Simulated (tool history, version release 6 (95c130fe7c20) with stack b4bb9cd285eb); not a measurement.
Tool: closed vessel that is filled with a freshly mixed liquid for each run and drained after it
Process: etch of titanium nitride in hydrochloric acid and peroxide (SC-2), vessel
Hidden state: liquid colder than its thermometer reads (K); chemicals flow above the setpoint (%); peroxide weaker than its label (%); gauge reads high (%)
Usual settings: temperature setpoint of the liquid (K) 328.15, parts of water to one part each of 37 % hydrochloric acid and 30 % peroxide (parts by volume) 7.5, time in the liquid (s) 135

run   hour  temperature setpoint of the liquid (K)  parts of water to one part each of 37 % hydrochloric acid and 30 % peroxide (parts by volume)  time in the liquid (s)  wafers since the last listed run  hours since the thermometer was replaced  hours since the chemicals flow meter was replaced  hours since the drum of peroxide was connected  hours since the gauge calibration  read-back film thickness of the titanium nitride reference wafer, read on the same gauge (nm)  thickness taken off the titanium nitride on a monitor wafer (angstrom)
  1    0.0                                  328.15                                                                                            7.5                     135                                 0                                      69.6                                             1258.7                                           728.6                              734.3                                                                                         97.316                                                                   35.82
      14.5  -- new drum of peroxide connected
  2   26.4                                  328.15                                                                                            7.5                     135                              1800                                      96.0                                             1285.1                                            11.9                              760.7                                                                                         97.269                                                                   35.95
  3   59.3                                  328.15                                                                                            7.5                      75                              2332                                     128.9                                             1318.0                                            44.8                              793.6                                                                                         97.258                                                                   20.00
  4   76.3                                  328.15                                                                                            7.5                     135                              1204                                     145.9                                             1335.0                                            61.8                              810.6                                                                                         97.243                                                                   35.78
  5  102.5                                  328.15                                                                                            7.5                     135                              1857                                     172.1                                             1361.2                                            88.0                              836.8                                                                                         97.235                                                                   36.29
  6  120.2                                  328.15                                                                                            7.5                     135                              1254                                     189.8                                             1378.9                                           105.7                              854.5                                                                                         97.211                                                                   35.94
  7  133.9                                  322.15                                                                                            4.5                     135                               971                                     203.5                                             1392.6                                           119.4                              868.2                                                                                         97.205                                                                   35.10
     135.5  -- gauge calibrated
  8  155.9                                  328.15                                                                                            7.5                     135                              1559                                     225.5                                             1414.6                                           141.4                               20.4                                                                                         99.379                                                                   36.78
  9  190.2                                  328.15                                                                                           10.0                      90                              2431                                     259.8                                             1448.9                                           175.7                               54.7                                                                                         99.024                                                                   19.18
 10  224.1                                  328.15                                                                                            7.5                      65                              2402                                     293.7                                             1482.8                                           209.6                               88.6                                                                                         98.703                                                                   17.63
 11  236.6                                  328.15                                                                                            7.5                     135                               886                                     306.2                                             1495.3                                           222.1                              101.1                                                                                         98.588                                                                   36.01
 12  270.2                                  324.65                                                                                            7.5                     135                              2381                                     339.8                                             1528.9                                           255.7                              134.7                                                                                         98.318                                                                   28.74
     272.9  -- chemicals flow meter replaced
 13  296.8                                  328.15                                                                                            7.5                     135                              1814                                     366.4                                               23.9                                           282.3                              161.3                                                                                         98.134                                                                   36.41
 14  327.9                                  328.15                                                                                            7.5                     135                              2204                                     397.5                                               55.0                                           313.4                              192.4                                                                                         97.936                                                                   36.36
 15  364.0                                  331.15                                                                                            5.0                     190                              2558                                     433.6                                               91.1                                           349.5                              228.5                                                                                         97.733                                                                   83.81
 16  396.5                                  328.15                                                                                            7.5                     135                              2303                                     466.1                                              123.6                                           382.0                              261.0                                                                                         97.565                                                                   35.75
 17  432.0                                  325.15                                                                                            7.5                     135                              2516                                     501.6                                              159.1                                           417.5                              296.5                                                                                         97.389                                                                   29.09
 18  455.3                                  320.15                                                                                            7.5                     175                              1651                                     524.9                                              182.4                                           440.8                              319.8                                                                                         97.338                                                                   27.19
 19  480.9                                  328.15                                                                                            6.0                     135                              1814                                     550.5                                              208.0                                           466.4                              345.4                                                                                         97.246                                                                   42.85
 20  498.4                                  328.15                                                                                           10.0                     135                              1240                                     568.0                                              225.5                                           483.9                              362.9                                                                                         97.202                                                                   28.10
 21  587.2                                  328.15                                                                                            7.5                     135                              6294                                     656.8                                              314.3                                           572.7                              451.7                                                                                         96.950                                                                   35.51
 22  612.0                                  324.15                                                                                            7.5                     155                              1757                                     681.6                                              339.1                                           597.5                              476.5                                                                                         96.912                                                                   31.58
 23  639.5                                  320.65                                                                                            5.5                     135                              1949                                     709.1                                              366.6                                           625.0                              504.0                                                                                         96.855                                                                   27.52
 24  665.9                                  334.15                                                                                           11.5                      75                              1871                                     735.5                                              393.0                                           651.4                              530.4                                                                                         96.822                                                                   20.48
 25  694.9                                  328.15                                                                                            4.5                     135                              2055                                     764.5                                              422.0                                           680.4                              559.4                                                                                         96.763                                                                   51.66
 26  709.6                                  328.15                                                                                            8.5                     100                              1041                                     779.2                                              436.7                                           695.1                              574.1                                                                                         96.734                                                                   23.78
 27  742.0                                  328.15                                                                                            7.5                     165                              2296                                     811.6                                              469.1                                           727.5                              606.5                                                                                         96.706                                                                   43.57
 28  758.6                                  328.15                                                                                            7.5                     135                              1176                                     828.2                                              485.7                                           744.1                              623.1                                                                                         96.678                                                                   35.62

Forecast each of these 5 alternatives for the next run:
  A  759.3                                  328.15                                                                                            7.5                     135                                49                                     828.9                                              486.4                                           744.8                              623.8                                                                                              ?                                                                       ?
  B  759.3                                  333.15                                                                                            7.5                     135                                49                                     828.9                                              486.4                                           744.8                              623.8                                                                                              ?                                                                       ?
  C  759.3                                  336.15                                                                                            5.0                     135                                49                                     828.9                                              486.4                                           744.8                              623.8                                                                                              ?                                                                       ?
  D  759.3                                  321.15                                                                                            5.5                     135                                49                                     828.9                                              486.4                                           744.8                              623.8                                                                                              ?                                                                       ?
  E  759.3                                  337.65                                                                                            6.5                     170                                49                                     828.9                                              486.4                                           744.8                              623.8                                                                                              ?                                                                       ?

run  read-back film thickness of the titanium nitride reference wafer, read on the same gauge (nm)  thickness taken off the titanium nitride on a monitor wafer (angstrom)
  A                                                                                         96.671                                                                   35.24
  B                                                                                         96.671                                                                   48.45
  C                                                                                         96.671                                                                   79.24
  D                                                                                         96.671                                                                   28.11
  E                                                                                         96.671                                                                   90.09
Without the tool's hidden state the same runs would have given:
run  thickness taken off the titanium nitride on a monitor wafer (angstrom)
  A                                                                   36.45
  B                                                                   50.11
  C                                                                   81.95
  D                                                                   29.07
  E                                                                   93.18

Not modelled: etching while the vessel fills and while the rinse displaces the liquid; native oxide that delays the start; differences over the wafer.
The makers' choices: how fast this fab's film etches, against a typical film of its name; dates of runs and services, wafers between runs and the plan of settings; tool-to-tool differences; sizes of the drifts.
